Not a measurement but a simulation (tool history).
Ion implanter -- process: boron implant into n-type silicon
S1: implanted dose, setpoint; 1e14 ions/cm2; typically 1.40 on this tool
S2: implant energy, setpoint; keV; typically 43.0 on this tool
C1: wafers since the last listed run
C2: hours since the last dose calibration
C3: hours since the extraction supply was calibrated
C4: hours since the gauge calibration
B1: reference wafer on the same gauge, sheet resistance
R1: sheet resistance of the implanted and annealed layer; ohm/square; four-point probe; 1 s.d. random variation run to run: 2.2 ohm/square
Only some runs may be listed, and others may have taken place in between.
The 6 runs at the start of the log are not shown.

run    hour    S1    S2    C1      C2      C3      C4      B1      R1
  7   340.6  1.40  43.0   838   903.1  4651.2   988.2  495.05  494.40
  8   376.2  1.40  43.0   655   938.7  4686.8  1023.8  495.07  498.34
  9   403.8  1.26  50.5   508   966.3  4714.4  1051.4  494.47  516.57
 10   433.5  1.26  50.5   547   996.0  4744.1  1081.1  494.64  517.80
      578.2  -- gauge calibrated
 11   614.9  1.26  50.5  3341  1177.4  4925.5    36.7  494.71  520.78
 12   646.3  1.40  43.0   578  1208.8  4956.9    68.1  494.54  500.87
 13   704.6  1.40  43.0  1073  1267.1  5015.2   126.4  495.09  495.93
 14   737.2  1.40  43.0   600  1299.7  5047.8   159.0  495.11  498.33
 15   775.4  1.69  43.0   703  1337.9  5086.0   197.2  494.98  436.37
      785.3  -- Faraday cup replaced and dose calibrated
 16   799.6  1.40  43.0   298    14.3  5110.2   221.4  494.88  479.40
 17   832.2  1.75  57.5   600    46.9  5142.8   254.0  495.10  392.64
      874.2  -- extraction supply calibrated
 18   898.9  1.56  54.0  1081   113.6    24.7   320.7  495.36  427.06
 19   965.0  1.40  43.0  1217   179.7    90.8   386.8  494.85  482.17
 20  1032.6  1.40  43.0  1245   247.3   158.4   454.4  494.70  484.11
 21  1242.9  1.12  33.5  3873   457.6   368.7   664.7  494.89  601.80
 22  1291.4  1.40  34.5   893   506.1   417.2   713.2  494.22  508.38
 23  1350.7  1.61  43.0  1092   565.4   476.5   772.5  495.03  444.80
 24  1413.4  1.13  31.0  1154   628.1   539.2   835.2  495.16  606.65
 25  1447.8  1.72  54.5   633   662.5   573.6   869.6  495.11  407.02
 26  1511.7  1.24  37.5  1177   726.4   637.5   933.5  495.33  552.73
 27  1562.6  1.69  56.5   937   777.3   688.4   984.4  495.78  410.53
 28  1605.2  1.40  43.0   784   819.9   731.0  1027.0  495.26  492.31
 29  1655.5  1.78  33.5   926   870.2   781.3  1077.3  494.80  436.02
 30  1725.9  1.26  50.5  1296   940.6   851.7  1147.7  495.45  517.39

Forecast each of these 4 alternatives for the next run:
  A  1726.3  1.40  28.5   7  941.0  852.1  1148.1   ?   ?
  B  1726.3  1.40  37.0   7  941.0  852.1  1148.1   ?   ?
  C  1726.3  1.40  48.0   7  941.0  852.1  1148.1   ?   ?
  D  1726.3  1.29  28.5   7  941.0  852.1  1148.1   ?   ?

run      B1      R1
  A  495.39  527.54
  B  495.39  503.87
  C  495.39  480.98
  D  495.39  560.36
What these runs would have given with no unlogged condition in the tool:
run      R1
  A  512.53
  B  490.04
  C  468.14
  D  544.53
